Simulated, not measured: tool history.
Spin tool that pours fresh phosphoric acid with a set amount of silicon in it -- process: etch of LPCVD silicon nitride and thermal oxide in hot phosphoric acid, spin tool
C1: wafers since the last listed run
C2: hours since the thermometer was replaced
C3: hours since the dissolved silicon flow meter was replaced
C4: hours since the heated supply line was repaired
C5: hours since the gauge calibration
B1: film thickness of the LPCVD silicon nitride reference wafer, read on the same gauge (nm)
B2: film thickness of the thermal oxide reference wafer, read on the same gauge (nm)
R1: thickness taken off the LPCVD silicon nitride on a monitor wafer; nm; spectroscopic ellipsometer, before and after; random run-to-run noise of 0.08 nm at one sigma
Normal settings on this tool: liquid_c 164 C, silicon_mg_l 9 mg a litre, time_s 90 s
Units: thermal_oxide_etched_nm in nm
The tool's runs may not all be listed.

{"run": 1, "day": 0.0, "liquid_c": 164, "silicon_mg_l": 5, "time_s": 75, "C1": 0, "C2": 1608.3, "C3": 409.3, "C4": 1993.8, "C5": 629.6, "B1": 150.01, "B2": 99.981, "R1": 8.32, "thermal_oxide_etched_nm": 0.229}
{"run": 2, "day": 1.362, "liquid_c": 164, "silicon_mg_l": 5, "time_s": 75, "C1": 352, "C2": 1641, "C3": 442, "C4": 2026.5, "C5": 662.3, "B1": 149.97, "B2": 100.012, "R1": 8.31, "thermal_oxide_etched_nm": 0.222}
{"run": 3, "day": 2.546, "liquid_c": 164, "silicon_mg_l": 9, "time_s": 90, "C1": 306, "C2": 1669.4, "C3": 470.4, "C4": 2054.9, "C5": 690.7, "B1": 150, "B2": 99.985, "R1": 9.95, "thermal_oxide_etched_nm": 0.251}
{"run": 4, "day": 4.488, "liquid_c": 164, "silicon_mg_l": 5.5, "time_s": 90, "C1": 502, "C2": 1716, "C3": 517, "C4": 2101.5, "C5": 737.3, "B1": 149.98, "B2": 100.024, "R1": 10.09, "thermal_oxide_etched_nm": 0.258}
{"day": 4.938, "done": "gauge calibrated"}
{"run": 5, "day": 6.762, "liquid_c": 164, "silicon_mg_l": 5.5, "time_s": 90, "C1": 588, "C2": 1770.6, "C3": 571.6, "C4": 2156.1, "C5": 43.8, "B1": 149.97, "B2": 100.032, "R1": 9.87, "thermal_oxide_etched_nm": 0.287}
{"run": 6, "day": 8.883, "liquid_c": 164, "silicon_mg_l": 9, "time_s": 90, "C1": 548, "C2": 1821.5, "C3": 622.5, "C4": 2207, "C5": 94.7, "B1": 150.02, "B2": 100.001, "R1": 10.1, "thermal_oxide_etched_nm": 0.229}
{"run": 7, "day": 10.179, "liquid_c": 164, "silicon_mg_l": 9, "time_s": 90, "C1": 335, "C2": 1852.6, "C3": 653.6, "C4": 2238.1, "C5": 125.8, "B1": 149.97, "B2": 100.013, "R1": 10.03, "thermal_oxide_etched_nm": 0.256}
{"run": 8, "day": 12.821, "liquid_c": 164, "silicon_mg_l": 9, "time_s": 90, "C1": 683, "C2": 1916, "C3": 717, "C4": 2301.5, "C5": 189.2, "B1": 149.98, "B2": 100.007, "R1": 10.05, "thermal_oxide_etched_nm": 0.228}
{"run": 9, "day": 17.838, "liquid_c": 164, "silicon_mg_l": 9, "time_s": 90, "C1": 1297, "C2": 2036.4, "C3": 837.4, "C4": 2421.9, "C5": 309.6, "B1": 150.01, "B2": 100.031, "R1": 10.06, "thermal_oxide_etched_nm": 0.245}
{"day": 18.775, "done": "dissolved silicon flow meter replaced"}
{"run": 10, "day": 20.346, "liquid_c": 164, "silicon_mg_l": 9, "time_s": 90, "C1": 637, "C2": 2096.6, "C3": 37.7, "C4": 2482.1, "C5": 369.8, "B1": 150.05, "B2": 99.978, "R1": 10.04, "thermal_oxide_etched_nm": 0.237}
{"run": 11, "day": 21.558, "liquid_c": 164, "silicon_mg_l": 5.5, "time_s": 90, "C1": 313, "C2": 2125.7, "C3": 66.8, "C4": 2511.2, "C5": 398.9, "B1": 149.98, "B2": 100.021, "R1": 10.06, "thermal_oxide_etched_nm": 0.235}
{"run": 12, "day": 22.779, "liquid_c": 164, "silicon_mg_l": 2.5, "time_s": 90, "C1": 315, "C2": 2155, "C3": 96.1, "C4": 2540.5, "C5": 428.2, "B1": 149.98, "B2": 99.997, "R1": 10.06, "thermal_oxide_etched_nm": 0.318}
{"run": 13, "day": 24.408, "liquid_c": 164, "silicon_mg_l": 5.5, "time_s": 90, "C1": 421, "C2": 2194.1, "C3": 135.2, "C4": 2579.6, "C5": 467.3, "B1": 149.98, "B2": 99.951, "R1": 9.97, "thermal_oxide_etched_nm": 0.239}
{"run": 14, "day": 26.483, "liquid_c": 166.5, "silicon_mg_l": 4.5, "time_s": 125, "C1": 536, "C2": 2243.9, "C3": 185, "C4": 2629.4, "C5": 517.1, "B1": 150.01, "B2": 100.002, "R1": 15.04, "thermal_oxide_etched_nm": 0.398}
{"day": 28.046, "done": "thermometer replaced"}
{"day": 28.208, "done": "heated supply line repaired"}
{"run": 15, "day": 28.558, "liquid_c": 164, "silicon_mg_l": 11, "time_s": 90, "C1": 515, "C2": 12.3, "C3": 234.8, "C4": 8.4, "C5": 566.9, "B1": 149.97, "B2": 99.996, "R1": 10.43, "thermal_oxide_etched_nm": 0.238}
{"run": 16, "day": 30.425, "liquid_c": 165.5, "silicon_mg_l": 4.5, "time_s": 70, "C1": 482, "C2": 57.1, "C3": 279.6, "C4": 53.2, "C5": 611.7, "B1": 150.03, "B2": 99.998, "R1": 8.53, "thermal_oxide_etched_nm": 0.261}

Expected results for the next run?
{"day": 30.804, "done": "gauge calibrated"}
{"run": 17, "day": 31.896, "liquid_c": 164, "silicon_mg_l": 9, "time_s": 90, "C1": 380, "C2": 92.4, "C3": 314.9, "C4": 88.5, "C5": 26.2, "B1": "?", "B2": "?", "R1": "?", "thermal_oxide_etched_nm": "?"}

{"run 17": {"B1": 150.06, "B2": 99.999, "R1": 10.47, "thermal_oxide_etched_nm": 0.243}}
With no hidden state in the tool, this same run would have given R1 10.56 nm, thermal_oxide_etched_nm 0.247 nm.
